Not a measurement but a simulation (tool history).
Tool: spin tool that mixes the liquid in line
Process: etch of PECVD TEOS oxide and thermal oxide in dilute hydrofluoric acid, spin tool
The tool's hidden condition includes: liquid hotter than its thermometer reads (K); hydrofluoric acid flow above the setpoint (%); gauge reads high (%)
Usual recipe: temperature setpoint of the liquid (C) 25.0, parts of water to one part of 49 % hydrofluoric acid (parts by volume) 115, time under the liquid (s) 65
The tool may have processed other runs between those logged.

run,hour,temperature setpoint of the liquid (C),parts of water to one part of 49 % hydrofluoric acid (parts by volume),time under the liquid (s),wafers since the last listed run,hours since the thermometer was replaced,hours since the hydrofluoric acid flow meter was replaced,hours since the gauge calibration,"read-back film thickness of the PECVD TEOS oxide reference wafer, read on the same gauge (nm)","read-back film thickness of the thermal oxide reference wafer, read on the same gauge (nm)",thickness taken off the PECVD TEOS oxide on a monitor wafer (angstrom),thickness taken off the thermal oxide on a monitor wafer (angstrom)
1,0.0,25.0,115,65,0,2524.5,1472.3,86.6,69.97,139.970,65.9,29.67
2,21.5,25.0,115,65,307,2546.0,1493.8,108.1,69.98,140.006,65.7,29.10
3,48.2,25.0,115,65,381,2572.7,1520.5,134.8,69.98,139.969,66.1,28.93
4,73.6,25.0,160,65,363,2598.1,1545.9,160.2,70.02,140.007,44.8,20.06
5,86.4,21.0,115,65,183,2610.9,1558.7,173.0,70.02,140.032,55.9,25.48
6,115.6,21.0,115,65,417,2640.1,1587.9,202.2,70.00,140.002,56.6,25.23
7,131.1,21.0,115,65,221,2655.6,1603.4,217.7,69.98,140.010,56.4,24.92
# hour 132.5: hydrofluoric acid flow meter replaced
8,151.2,25.0,115,45,273,2675.7,18.7,237.8,70.01,139.999,41.2,17.87
9,186.6,20.5,145,65,506,2711.1,54.1,273.2,69.97,139.984,37.9,17.06
10,201.2,25.0,115,65,208,2725.7,68.7,287.8,70.02,139.990,59.4,26.43
11,214.2,25.0,115,95,185,2738.7,81.7,300.8,70.00,139.972,86.6,38.05
12,248.9,25.0,60,50,496,2773.4,116.4,335.5,70.01,140.018,94.6,41.97
13,278.2,21.5,160,30,419,2802.7,145.7,364.8,69.97,140.020,16.2,7.27
# hour 283.9: thermometer replaced
# hour 294.3: gauge calibrated
14,301.0,28.0,95,55,311,17.1,168.5,6.7,69.97,139.968,70.4,31.39
15,317.8,25.0,115,65,240,33.9,185.3,23.5,70.04,139.982,59.8,26.00
16,350.6,25.0,115,65,469,66.7,218.1,56.3,69.98,140.003,60.3,26.64
17,368.8,27.5,85,30,260,84.9,236.3,74.5,69.99,139.993,42.6,19.14

Predict each of these 5 candidate next runs independently; none follows another, all start after run 17:
A,369.2,25.0,115,65,5,85.3,236.7,74.9,?,?,?,?
B,369.2,25.0,135,35,5,85.3,236.7,74.9,?,?,?,?
C,369.2,25.0,85,65,5,85.3,236.7,74.9,?,?,?,?
D,369.2,28.0,170,45,5,85.3,236.7,74.9,?,?,?,?
E,369.2,29.0,65,30,5,85.3,236.7,74.9,?,?,?,?

run,"read-back film thickness of the PECVD TEOS oxide reference wafer, read on the same gauge (nm)","read-back film thickness of the thermal oxide reference wafer, read on the same gauge (nm)",thickness taken off the PECVD TEOS oxide on a monitor wafer (angstrom),thickness taken off the thermal oxide on a monitor wafer (angstrom)
A,69.97,139.999,59.7,27.11
B,69.97,139.999,26.7,12.14
C,69.97,139.999,83.8,38.05
D,69.97,139.999,29.3,13.31
E,69.97,139.999,60.8,27.62
With no hidden state in the tool, these same runs would have given:
run,thickness taken off the PECVD TEOS oxide on a monitor wafer (angstrom),thickness taken off the thermal oxide on a monitor wafer (angstrom)
A,57.6,26.17
B,25.8,11.71
C,81.0,36.76
D,28.2,12.82
E,58.8,26.69
